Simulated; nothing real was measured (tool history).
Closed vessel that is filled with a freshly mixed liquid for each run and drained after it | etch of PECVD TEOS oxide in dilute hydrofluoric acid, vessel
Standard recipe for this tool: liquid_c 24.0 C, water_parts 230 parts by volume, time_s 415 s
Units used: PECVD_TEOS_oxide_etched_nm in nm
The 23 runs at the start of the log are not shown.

run,hour,liquid_c,water_parts,time_s,"read-back film thickness of the PECVD TEOS oxide reference wafer, read on the same gauge (nm)",PECVD_TEOS_oxide_etched_nm
24,1889.1,28.5,115,500,40.02,42.95
25,2121.9,24.0,185,320,40.00,12.95
# hour 2351.8: hydrofluoric acid flow meter replaced
26,2442.1,28.5,265,415,39.95,12.74
27,2534.7,28.0,150,415,39.98,25.25
28,2574.6,22.0,175,520,39.99,21.27
29,2623.1,24.0,230,220,39.98,6.87
30,2666.0,22.5,155,610,39.99,29.08
# hour 2669.6: thermometer replaced
31,2717.9,20.0,230,415,40.00,11.24
32,2798.8,24.0,230,415,40.03,12.83
33,2892.8,24.0,315,265,40.00,5.50

Here are 4 independent what-if runs from the current tool condition. What would each one return?
A,2893.6,24.0,230,215,?,?
B,2893.6,29.0,180,415,?,?
C,2893.6,24.0,230,180,?,?
D,2893.6,27.5,345,595,?,?

run,"read-back film thickness of the PECVD TEOS oxide reference wafer, read on the same gauge (nm)",PECVD_TEOS_oxide_etched_nm
A,39.99,6.71
B,39.99,20.98
C,39.99,5.62
D,39.99,12.38
The same runs, with their run-to-run variation unchanged, on a tool lacking any hidden condition would have given:
run,PECVD_TEOS_oxide_etched_nm
A,6.96
B,21.74
C,5.83
D,12.88
